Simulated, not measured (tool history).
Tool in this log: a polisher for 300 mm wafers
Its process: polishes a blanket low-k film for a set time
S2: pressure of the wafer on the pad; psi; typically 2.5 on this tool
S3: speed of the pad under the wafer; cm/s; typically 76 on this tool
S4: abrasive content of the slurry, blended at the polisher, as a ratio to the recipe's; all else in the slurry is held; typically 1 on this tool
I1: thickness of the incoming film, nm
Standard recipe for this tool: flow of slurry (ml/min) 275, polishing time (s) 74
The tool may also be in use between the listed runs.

run 1 hour=0 | flow_of_slurry_(ml/min)=275 S2=2.5 S3=76 S4=1 polishing_time_(s)=74 | I1=469.1 | film_removed_(nm)=25.5
run 2 hour=18.6 | flow_of_slurry_(ml/min)=275 S2=2.5 S3=76 S4=1 polishing_time_(s)=74 | I1=465.7 | film_removed_(nm)=25.4
run 3 hour=35.1 | flow_of_slurry_(ml/min)=275 S2=2.5 S3=76 S4=1 polishing_time_(s)=74 | I1=475.8 | film_removed_(nm)=25.5
run 4 hour=48 | flow_of_slurry_(ml/min)=225 S2=2.5 S3=76 S4=1 polishing_time_(s)=74 | I1=473 | film_removed_(nm)=25.3
run 5 hour=68.1 | flow_of_slurry_(ml/min)=275 S2=2.5 S3=76 S4=1 polishing_time_(s)=87 | I1=475.2 | film_removed_(nm)=30
run 6 hour=80.7 | flow_of_slurry_(ml/min)=275 S2=2.5 S3=76 S4=0.85 polishing_time_(s)=74 | I1=472.8 | film_removed_(nm)=24.2
run 7 hour=122.4 | flow_of_slurry_(ml/min)=275 S2=2.5 S3=76 S4=1 polishing_time_(s)=74 | I1=462.5 | film_removed_(nm)=24.7
run 8 hour=145.4 | flow_of_slurry_(ml/min)=275 S2=2.5 S3=76 S4=1 polishing_time_(s)=74 | I1=463.8 | film_removed_(nm)=26.6
run 9 hour=242.9 | flow_of_slurry_(ml/min)=275 S2=2.5 S3=76 S4=1 polishing_time_(s)=74 | I1=469.7 | film_removed_(nm)=25
run 10 hour=268.3 | flow_of_slurry_(ml/min)=200 S2=2.5 S3=76 S4=1 polishing_time_(s)=50 | I1=476.6 | film_removed_(nm)=16.4
run 11 hour=288.5 | flow_of_slurry_(ml/min)=275 S2=2.5 S3=76 S4=1 polishing_time_(s)=74 | I1=478.1 | film_removed_(nm)=24.9
run 12 hour=321.5 | flow_of_slurry_(ml/min)=275 S2=2.5 S3=86 S4=1 polishing_time_(s)=74 | I1=474.3 | film_removed_(nm)=28.7
run 13 hour=344.8 | flow_of_slurry_(ml/min)=275 S2=1.6 S3=64 S4=0.7 polishing_time_(s)=94 | I1=469.7 | film_removed_(nm)=15.7
run 14 hour=365.6 | flow_of_slurry_(ml/min)=275 S2=2.5 S3=76 S4=1 polishing_time_(s)=88 | I1=466.4 | film_removed_(nm)=30.2
run 15 hour=439.8 | flow_of_slurry_(ml/min)=275 S2=2.5 S3=76 S4=1 polishing_time_(s)=74 | I1=463.2 | film_removed_(nm)=25.4
run 16 hour=501.9 | flow_of_slurry_(ml/min)=275 S2=1.9 S3=76 S4=1.25 polishing_time_(s)=74 | I1=480.8 | film_removed_(nm)=21.4
run 17 hour=532.3 | flow_of_slurry_(ml/min)=275 S2=1.9 S3=76 S4=1.25 polishing_time_(s)=74 | I1=468.7 | film_removed_(nm)=21.4
run 18 hour=545.8 | flow_of_slurry_(ml/min)=275 S2=2.5 S3=76 S4=0.85 polishing_time_(s)=55 | I1=462.3 | film_removed_(nm)=18.1
run 19 hour=561.3 | flow_of_slurry_(ml/min)=335 S2=3.1 S3=88 S4=1 polishing_time_(s)=97 | I1=476.4 | film_removed_(nm)=48
run 20 hour=589.2 | flow_of_slurry_(ml/min)=275 S2=2.5 S3=76 S4=0.8 polishing_time_(s)=74 | I1=463 | film_removed_(nm)=23.5
run 21 hour=616.1 | flow_of_slurry_(ml/min)=245 S2=2.5 S3=76 S4=1.15 polishing_time_(s)=74 | I1=469.7 | film_removed_(nm)=26
run 22 hour=635.1 | flow_of_slurry_(ml/min)=195 S2=2.5 S3=76 S4=1 polishing_time_(s)=74 | I1=467.5 | film_removed_(nm)=24.2
run 23 hour=657.5 | flow_of_slurry_(ml/min)=365 S2=2.5 S3=76 S4=1.2 polishing_time_(s)=74 | I1=471.8 | film_removed_(nm)=29.2
run 24 hour=688.3 | flow_of_slurry_(ml/min)=275 S2=3.1 S3=76 S4=1 polishing_time_(s)=74 | I1=477.1 | film_removed_(nm)=31.9
run 25 hour=704.6 | flow_of_slurry_(ml/min)=275 S2=2.5 S3=58 S4=1.2 polishing_time_(s)=74 | I1=468.6 | film_removed_(nm)=22.4

Not shown here: 13 entries made in the log between runs. Locate each between two listed runs and compare the hidden state at the listed run before it with the hidden state at the listed run after it:
Run 1 -> run 2: conditioning disc replaced and pad reconditioned (hour 11.2)
  removal rate lost through wear of the pad, %: 2.07 -> 2.65
  difference, measured minus the result without the unlogged condition, film removed (nm): -0.6 -> -0.7
Run 6 -> run 7: slurry blender recalibrated (hour 99.4)
  removal rate lost through wear of the pad, %: 4.58 -> 5.88
  difference, measured minus the result without the unlogged condition, film removed (nm): -1.1 -> -1.6
Run 7 -> run 8: worn pad replaced by a new one (hour 134.2)
  removal rate lost through wear of the pad, %: 5.88 -> 0.565
  difference, measured minus the result without the unlogged condition, film removed (nm): -1.6 -> -0.1
Run 8 -> run 9: conditioning disc replaced and pad reconditioned (hour 192.8); slurry nozzle cleaned (hour 205.9)
  removal rate lost through wear of the pad, %: 0.565 -> 3.6
  difference, measured minus the result without the unlogged condition, film removed (nm): -0.1 -> -0.9
Run 11 -> run 12: head pressure recalibrated (hour 301.5); worn pad replaced by a new one (hour 303.3)
  removal rate lost through wear of the pad, %: 5.03 -> 0.844
  difference, measured minus the result without the unlogged condition, film removed (nm): -1.3 -> -0.2
Run 13 -> run 14: conditioning disc replaced and pad reconditioned (hour 354.8)
  removal rate lost through wear of the pad, %: 1.57 -> 2.22
  difference, measured minus the result without the unlogged condition, film removed (nm): -0.2 -> -0.6
Run 15 -> run 16: worn pad replaced by a new one (hour 481.9); slurry blender recalibrated (hour 485.5)
  removal rate lost through wear of the pad, %: 4.53 -> 0.748
  difference, measured minus the result without the unlogged condition, film removed (nm): -1.2 -> -0.1
Run 16 -> run 17: conditioning disc replaced and pad reconditioned (hour 511.9)
  removal rate lost through wear of the pad, %: 0.748 -> 1.7
  difference, measured minus the result without the unlogged condition, film removed (nm): -0.1 -> -0.3
Run 18 -> run 19: slurry nozzle cleaned (hour 553.8)
  removal rate lost through wear of the pad, %: 2.12 -> 2.6
  difference, measured minus the result without the unlogged condition, film removed (nm): -0.4 -> -1.2
Run 22 -> run 23: worn pad replaced by a new one (hour 656.8)
  removal rate lost through wear of the pad, %: 4.9 -> 0.0732
  difference, measured minus the result without the unlogged condition, film removed (nm): -1.2 -> +0
